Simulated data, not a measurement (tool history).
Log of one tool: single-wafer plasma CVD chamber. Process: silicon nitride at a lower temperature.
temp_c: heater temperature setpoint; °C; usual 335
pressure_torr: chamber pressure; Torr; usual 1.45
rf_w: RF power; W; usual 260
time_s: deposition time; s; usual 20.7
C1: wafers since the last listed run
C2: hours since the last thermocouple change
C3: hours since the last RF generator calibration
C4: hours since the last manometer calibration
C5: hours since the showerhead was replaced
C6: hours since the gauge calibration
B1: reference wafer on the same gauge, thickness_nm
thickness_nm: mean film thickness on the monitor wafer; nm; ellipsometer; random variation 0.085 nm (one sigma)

Run 1, hour 0: usual settings; C1 0; C2 1033.1; C3 1967.1; C4 1939.1; C5 5246; C6 392; B1 21.042. Result: thickness_nm 19.794 nm.
Run 2, hour 58.4: usual settings; C1 1041; C2 1091.5; C3 2025.5; C4 1997.5; C5 5304.4; C6 450.4; B1 21.029. Result: thickness_nm 19.79 nm.
Run 3, hour 139.2: usual settings; C1 1440; C2 1172.3; C3 2106.3; C4 2078.3; C5 5385.2; C6 531.2; B1 21.002. Result: thickness_nm 19.824 nm.
Run 4, hour 179.8: usual settings; C1 723; C2 1212.9; C3 2146.9; C4 2118.9; C5 5425.8; C6 571.8; B1 20.995. Result: thickness_nm 19.911 nm.
Run 5, hour 230.9: usual settings; C1 911; C2 1264; C3 2198; C4 2170; C5 5476.9; C6 622.9; B1 20.952. Result: thickness_nm 19.8 nm.
Run 6, hour 265.6: usual settings; C1 618; C2 1298.7; C3 2232.7; C4 2204.7; C5 5511.6; C6 657.6; B1 20.99. Result: thickness_nm 19.67 nm.
At hour 291.5: gauge calibrated.
Run 7, hour 307.4: usual settings; C1 745; C2 1340.5; C3 2274.5; C4 2246.5; C5 5553.4; C6 15.9; B1 20.973. Result: thickness_nm 19.865 nm.
At hour 320.6: RF generator calibrated.
Run 8, hour 359.6: usual settings; C1 787; C2 1392.7; C3 39; C4 2298.7; C5 5605.6; C6 68.1; B1 21.005. Result: thickness_nm 20.851 nm.
Run 9, hour 403.2: usual settings but pressure_torr 1.09 Torr, rf_w 300 W, time_s 19.5 s; C1 777; C2 1436.3; C3 82.6; C4 2342.3; C5 5649.2; C6 111.7; B1 21.035. Result: thickness_nm 19.856 nm.
At hour 443: capacitance manometer re-zeroed and calibrated.
Run 10, hour 456.9: usual settings; C1 814; C2 1490; C3 136.3; C4 13.9; C5 5702.9; C6 165.4; B1 21.02. Result: thickness_nm 20.675 nm.
At hour 522: showerhead replaced, of another model than before.
At hour 541.9: thermocouple changed; heater temperature recalibrated.
Run 11, hour 621.2: usual settings; C1 2643; C2 79.3; C3 300.6; C4 178.2; C5 99.2; C6 329.7; B1 20.987. Result: thickness_nm 20.167 nm.
Run 12, hour 685.3: usual settings but temp_c 350 °C, rf_w 280 W, time_s 19.6 s; C1 1142; C2 143.4; C3 364.7; C4 242.3; C5 163.3; C6 393.8; B1 21.007. Result: thickness_nm 20.351 nm.
Run 13, hour 726.1: usual settings but pressure_torr 1.71 Torr; C1 727; C2 184.2; C3 405.5; C4 283.1; C5 204.1; C6 434.6; B1 20.986. Result: thickness_nm 20.747 nm.
Run 14, hour 762.5: usual settings but pressure_torr 1.25 Torr; C1 648; C2 220.6; C3 441.9; C4 319.5; C5 240.5; C6 471; B1 21.04. Result: thickness_nm 19.451 nm.
Run 15, hour 787.8: usual settings but temp_c 322 °C; C1 451; C2 245.9; C3 467.2; C4 344.8; C5 265.8; C6 496.3; B1 21.016. Result: thickness_nm 20.023 nm.
Run 16, hour 822.2: usual settings but rf_w 290 W; C1 613; C2 280.3; C3 501.6; C4 379.2; C5 300.2; C6 530.7; B1 21.04. Result: thickness_nm 22.185 nm.

The same runs without the tool's hidden state, with the same run-to-run variation:
The hidden state here: wafer temperature above the value expected at the setpoint (K); delivered RF power above the setpoint (%); true pressure above the setpoint (%); gauge reads high (%).
run  thickness_nm
  1        21.103
  2        21.107
  3        21.152
  4         21.25
  5        21.137
  6        21.002
  7        21.214
  8        21.107
  9        20.151
 10        21.068
 11        20.993
 12        21.256
 13        21.757
 14        20.447
 15        21.081
 16        23.361

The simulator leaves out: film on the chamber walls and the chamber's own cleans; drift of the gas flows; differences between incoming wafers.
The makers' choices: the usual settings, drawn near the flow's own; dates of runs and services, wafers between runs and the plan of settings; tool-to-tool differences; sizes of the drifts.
